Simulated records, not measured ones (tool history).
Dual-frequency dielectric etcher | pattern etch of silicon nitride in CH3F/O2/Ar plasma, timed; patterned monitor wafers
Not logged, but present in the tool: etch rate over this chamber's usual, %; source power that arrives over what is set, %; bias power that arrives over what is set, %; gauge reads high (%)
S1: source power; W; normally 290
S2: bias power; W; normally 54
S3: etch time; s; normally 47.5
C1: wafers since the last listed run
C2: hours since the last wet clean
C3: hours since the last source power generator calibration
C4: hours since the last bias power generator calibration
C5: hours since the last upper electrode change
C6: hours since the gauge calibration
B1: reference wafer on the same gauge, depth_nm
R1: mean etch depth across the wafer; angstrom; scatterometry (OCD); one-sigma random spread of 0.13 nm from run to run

{"run": 1, "hour": 0.0, "S1": 290, "S2": 54, "S3": 47.5, "C1": 0, "C2": 578.4, "C3": 1850.6, "C4": 3938.5, "C5": 3990.4, "C6": 820.2, "B1": 23.74, "R1": 247.5}
{"hour": 61.3, "done": "wet clean of the chamber"}
{"run": 2, "hour": 61.8, "S1": 290, "S2": 54, "S3": 47.5, "C1": 531, "C2": 0.5, "C3": 1912.4, "C4": 4000.3, "C5": 4052.2, "C6": 882, "B1": 23.66, "R1": 242.6}
{"run": 3, "hour": 114.6, "S1": 290, "S2": 54, "S3": 47.5, "C1": 742, "C2": 53.3, "C3": 1965.2, "C4": 4053.1, "C5": 4105, "C6": 934.8, "B1": 23.68, "R1": 242.8}
{"run": 4, "hour": 164.4, "S1": 290, "S2": 54, "S3": 47.5, "C1": 699, "C2": 103.1, "C3": 2015, "C4": 4102.9, "C5": 4154.8, "C6": 984.6, "B1": 23.7, "R1": 241.5}
{"run": 5, "hour": 207.3, "S1": 290, "S2": 54, "S3": 47.5, "C1": 602, "C2": 146, "C3": 2057.9, "C4": 4145.8, "C5": 4197.7, "C6": 1027.5, "B1": 23.7, "R1": 241.1}
{"hour": 290.6, "done": "upper electrode replaced"}
{"run": 6, "hour": 291.1, "S1": 290, "S2": 54, "S3": 47.5, "C1": 840, "C2": 229.8, "C3": 2141.7, "C4": 4229.6, "C5": 0.5, "C6": 1111.3, "B1": 23.69, "R1": 241.2}
{"run": 7, "hour": 334.9, "S1": 290, "S2": 54, "S3": 47.5, "C1": 615, "C2": 273.6, "C3": 2185.5, "C4": 4273.4, "C5": 44.3, "C6": 1155.1, "B1": 23.75, "R1": 237.3}
{"run": 8, "hour": 438.0, "S1": 290, "S2": 54, "S3": 47.5, "C1": 1448, "C2": 376.7, "C3": 2288.6, "C4": 4376.5, "C5": 147.4, "C6": 1258.2, "B1": 23.69, "R1": 237}
{"hour": 543.4, "done": "wet clean of the chamber, repeated, since the last time left the tool worse"}
{"run": 9, "hour": 543.9, "S1": 360, "S2": 47, "S3": 52.5, "C1": 1150, "C2": 0.5, "C3": 2394.5, "C4": 4482.4, "C5": 253.3, "C6": 1364.1, "B1": 23.73, "R1": 279.3}
{"hour": 570.2, "done": "bias power generator calibrated"}
{"run": 10, "hour": 622.2, "S1": 360, "S2": 47, "S3": 52.5, "C1": 1044, "C2": 78.8, "C3": 2472.8, "C4": 52, "C5": 331.6, "C6": 1442.4, "B1": 23.67, "R1": 275.9}
{"run": 11, "hour": 851.5, "S1": 220, "S2": 54, "S3": 34.5, "C1": 3222, "C2": 308.1, "C3": 2702.1, "C4": 281.3, "C5": 560.9, "C6": 1671.7, "B1": 23.72, "R1": 171.6}
{"run": 12, "hour": 951.7, "S1": 230, "S2": 54, "S3": 47.5, "C1": 1408, "C2": 408.3, "C3": 2802.3, "C4": 381.5, "C5": 661.1, "C6": 1771.9, "B1": 23.69, "R1": 238.1}
{"run": 13, "hour": 1059.3, "S1": 310, "S2": 65, "S3": 35, "C1": 1512, "C2": 515.9, "C3": 2909.9, "C4": 489.1, "C5": 768.7, "C6": 1879.5, "B1": 23.72, "R1": 200.1}
{"hour": 1221.0, "done": "wet clean of the chamber"}
{"run": 14, "hour": 1221.5, "S1": 260, "S2": 42, "S3": 42.5, "C1": 1942, "C2": 0.5, "C3": 3072.1, "C4": 651.3, "C5": 930.9, "C6": 2041.7, "B1": 23.69, "R1": 199.7}
{"hour": 1229.3, "done": "gauge calibrated"}
{"run": 15, "hour": 1270.7, "S1": 320, "S2": 62, "S3": 56, "C1": 691, "C2": 49.7, "C3": 3121.3, "C4": 700.5, "C5": 980.1, "C6": 41.4, "B1": 23.72, "R1": 321.8}
{"run": 16, "hour": 1370.6, "S1": 290, "S2": 54, "S3": 40.5, "C1": 1403, "C2": 149.6, "C3": 3221.2, "C4": 800.4, "C5": 1080, "C6": 141.3, "B1": 23.71, "R1": 213.9}
{"hour": 1402.6, "done": "source power generator calibrated"}
{"run": 17, "hour": 1476.4, "S1": 220, "S2": 42, "S3": 47.5, "C1": 1430, "C2": 255.4, "C3": 73.8, "C4": 906.2, "C5": 1185.8, "C6": 247.1, "B1": 23.7, "R1": 213.3}
{"run": 18, "hour": 1568.0, "S1": 360, "S2": 54, "S3": 35.5, "C1": 1287, "C2": 347, "C3": 165.4, "C4": 997.8, "C5": 1277.4, "C6": 338.7, "B1": 23.64, "R1": 197.7}
{"run": 19, "hour": 1639.1, "S1": 320, "S2": 62, "S3": 36.5, "C1": 999, "C2": 418.1, "C3": 236.5, "C4": 1068.9, "C5": 1348.5, "C6": 409.8, "B1": 23.7, "R1": 206.2}
{"run": 20, "hour": 1691.9, "S1": 360, "S2": 60, "S3": 47.5, "C1": 742, "C2": 470.9, "C3": 289.3, "C4": 1121.7, "C5": 1401.3, "C6": 462.6, "B1": 23.7, "R1": 274.4}
{"run": 21, "hour": 1760.4, "S1": 290, "S2": 58, "S3": 34.5, "C1": 962, "C2": 539.4, "C3": 357.8, "C4": 1190.2, "C5": 1469.8, "C6": 531.1, "B1": 23.67, "R1": 184.6}
{"run": 22, "hour": 1825.3, "S1": 250, "S2": 54, "S3": 59, "C1": 912, "C2": 604.3, "C3": 422.7, "C4": 1255.1, "C5": 1534.7, "C6": 596, "B1": 23.77, "R1": 299.1}
{"hour": 1864.1, "done": "wet clean of the chamber"}
{"run": 23, "hour": 1896.0, "S1": 320, "S2": 62, "S3": 36.5, "C1": 656, "C2": 31.9, "C3": 493.4, "C4": 1325.8, "C5": 1605.4, "C6": 666.7, "B1": 23.71, "R1": 208.6}
{"run": 24, "hour": 1964.2, "S1": 360, "S2": 60, "S3": 47.5, "C1": 958, "C2": 100.1, "C3": 561.6, "C4": 1394, "C5": 1673.6, "C6": 734.9, "B1": 23.65, "R1": 277.2}
{"run": 25, "hour": 2067.6, "S1": 250, "S2": 54, "S3": 47.5, "C1": 1453, "C2": 203.5, "C3": 665, "C4": 1497.4, "C5": 1777, "C6": 838.3, "B1": 23.74, "R1": 244.2}
{"run": 26, "hour": 2169.6, "S1": 290, "S2": 54, "S3": 47.5, "C1": 1433, "C2": 305.5, "C3": 767, "C4": 1599.4, "C5": 1879, "C6": 940.3, "B1": 23.75, "R1": 249.9}
{"run": 27, "hour": 2258.1, "S1": 290, "S2": 54, "S3": 47.5, "C1": 1243, "C2": 394, "C3": 855.5, "C4": 1687.9, "C5": 1967.5, "C6": 1028.8, "B1": 23.71, "R1": 250.4}
{"run": 28, "hour": 2294.2, "S1": 290, "S2": 50, "S3": 47.5, "C1": 507, "C2": 430.1, "C3": 891.6, "C4": 1724, "C5": 2003.6, "C6": 1064.9, "B1": 23.69, "R1": 241.7}

Consider 5 possible next runs. They are alternatives, not a sequence: every one starts from the tool as it was left by run 28. What does each give?
{"run": "A", "hour": 2294.6, "S1": 290, "S2": 54, "S3": 42.5, "C1": 5, "C2": 430.5, "C3": 892, "C4": 1724.4, "C5": 2004, "C6": 1065.3, "B1": "?", "R1": "?"}
{"run": "B", "hour": 2294.6, "S1": 330, "S2": 58, "S3": 47.5, "C1": 5, "C2": 430.5, "C3": 892, "C4": 1724.4, "C5": 2004, "C6": 1065.3, "B1": "?", "R1": "?"}
{"run": "C", "hour": 2294.6, "S1": 290, "S2": 54, "S3": 36.5, "C1": 5, "C2": 430.5, "C3": 892, "C4": 1724.4, "C5": 2004, "C6": 1065.3, "B1": "?", "R1": "?"}
{"run": "D", "hour": 2294.6, "S1": 290, "S2": 43, "S3": 47.5, "C1": 5, "C2": 430.5, "C3": 892, "C4": 1724.4, "C5": 2004, "C6": 1065.3, "B1": "?", "R1": "?"}
{"run": "E", "hour": 2294.6, "S1": 240, "S2": 47, "S3": 43.5, "C1": 5, "C2": 430.5, "C3": 892, "C4": 1724.4, "C5": 2004, "C6": 1065.3, "B1": "?", "R1": "?"}

run=A B1=23.69 R1=223.4
run=B B1=23.69 R1=264.9
run=C B1=23.69 R1=191.9
run=D B1=23.69 R1=227
run=E B1=23.69 R1=207.2
The same runs, with their run-to-run variation unchanged, on a tool lacking any hidden condition would have given:
run=A R1=228.4
run=B R1=270.9
run=C R1=196.2
run=D R1=232.1
run=E R1=211.8

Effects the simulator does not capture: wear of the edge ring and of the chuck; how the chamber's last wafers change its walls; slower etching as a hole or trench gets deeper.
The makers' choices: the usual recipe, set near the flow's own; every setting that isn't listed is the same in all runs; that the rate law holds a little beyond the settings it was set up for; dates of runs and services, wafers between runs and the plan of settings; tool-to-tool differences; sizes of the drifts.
